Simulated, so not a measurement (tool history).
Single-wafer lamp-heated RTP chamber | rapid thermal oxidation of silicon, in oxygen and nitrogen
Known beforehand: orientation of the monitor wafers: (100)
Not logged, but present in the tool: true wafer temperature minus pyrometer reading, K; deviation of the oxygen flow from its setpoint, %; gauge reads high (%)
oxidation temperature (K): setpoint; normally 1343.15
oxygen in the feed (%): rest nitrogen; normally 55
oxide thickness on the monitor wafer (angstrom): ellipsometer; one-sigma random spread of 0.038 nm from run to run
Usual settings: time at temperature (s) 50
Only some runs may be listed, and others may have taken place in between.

| run | hour | oxidation temperature (K) | time at temperature (s) | oxygen in the feed (%) | wafers since the last listed run | wafers since the last pyrometer calibration | hours since the oxygen flow controller was replaced | hours since the gauge calibration | read-back reference wafer on the same gauge, thickness | oxide thickness on the monitor wafer (angstrom) |
|---|---|---|---|---|---|---|---|---|---|---|
| 1 | 0.0 | 1343.15 | 50 | 55 | 0 | 3977 | 4241.5 | 183.5 | 8.231 | 72.89 |
| 2 | 24.1 | 1343.15 | 50 | 55 | 188 | 4165 | 4265.6 | 207.6 | 8.244 | 73.05 |
| 3 | 50.3 | 1343.15 | 50 | 55 | 204 | 4370 | 4291.8 | 233.8 | 8.228 | 73.22 |
| 4 | 84.1 | 1343.15 | 56 | 55 | 263 | 4634 | 4325.6 | 267.6 | 8.236 | 76.28 |
| 5 | 105.0 | 1343.15 | 56 | 55 | 163 | 4797 | 4346.5 | 288.5 | 8.229 | 76.96 |
| 6 | 118.2 | 1343.15 | 56 | 55 | 102 | 4900 | 4359.7 | 301.7 | 8.228 | 77.24 |
| 7 | 137.2 | 1349.15 | 50 | 55 | 148 | 5048 | 4378.7 | 320.7 | 8.215 | 76.24 |
|  | 160.8 | oxygen flow controller replaced |
| 8 | 163.6 | 1349.15 | 50 | 55 | 143 | 5192 | 2.8 | 347.1 | 8.219 | 76.20 |
|  | 165.0 | gauge calibrated |
| 9 | 179.7 | 1343.15 | 50 | 55 | 125 | 5317 | 18.9 | 14.7 | 8.221 | 73.21 |
| 10 | 209.1 | 1358.15 | 64 | 68 | 229 | 5547 | 48.3 | 44.1 | 8.225 | 96.94 |
|  | 250.3 | pyrometer window cleaned and pyrometer calibrated |
| 11 | 250.8 | 1335.15 | 73 | 55 | 262 | 4 | 90.0 | 85.8 | 8.226 | 85.00 |
| 12 | 263.9 | 1355.15 | 32 | 43 | 102 | 106 | 103.1 | 98.9 | 8.242 | 61.81 |
| 13 | 292.1 | 1318.15 | 50 | 36 | 220 | 326 | 131.3 | 127.1 | 8.221 | 55.44 |
| 14 | 315.9 | 1343.15 | 67 | 28 | 185 | 512 | 155.1 | 150.9 | 8.235 | 67.56 |
|  | 327.7 | pyrometer window cleaned and pyrometer calibrated, repeated, since the last time left the tool worse |
| 15 | 390.7 | 1343.15 | 66 | 55 | 521 | 491 | 229.9 | 225.7 | 8.228 | 79.80 |
| 16 | 415.3 | 1316.15 | 64 | 32 | 191 | 683 | 254.5 | 250.3 | 8.242 | 54.58 |
| 17 | 427.9 | 1343.15 | 50 | 55 | 98 | 782 | 267.1 | 262.9 | 8.229 | 71.36 |
| 18 | 457.4 | 1362.15 | 50 | 55 | 230 | 1012 | 296.6 | 292.4 | 8.228 | 81.14 |

5 ways to go on from here, each from the tool as it stands after run 18. What would each give?
| A | 457.8 | 1368.15 | 50 | 55 | 3 | 1015 | 297.0 | 292.8 | ? | ? |
| B | 457.8 | 1326.15 | 30 | 82 | 3 | 1015 | 297.0 | 292.8 | ? | ? |
| C | 457.8 | 1331.15 | 30 | 78 | 3 | 1015 | 297.0 | 292.8 | ? | ? |
| D | 457.8 | 1355.15 | 65 | 25 | 3 | 1015 | 297.0 | 292.8 | ? | ? |
| E | 457.8 | 1329.15 | 50 | 55 | 3 | 1015 | 297.0 | 292.8 | ? | ? |

| run | read-back reference wafer on the same gauge, thickness | oxide thickness on the monitor wafer (angstrom) |
|---|---|---|
| A | 8.235 | 83.77 |
| B | 8.235 | 58.78 |
| C | 8.235 | 59.73 |
| D | 8.235 | 65.50 |
| E | 8.235 | 64.97 |
What these runs would have given with no unlogged condition in the tool:
| run | oxide thickness on the monitor wafer (angstrom) |
|---|---|
| A | 82.22 |
| B | 57.62 |
| C | 58.56 |
| D | 64.28 |
| E | 63.70 |
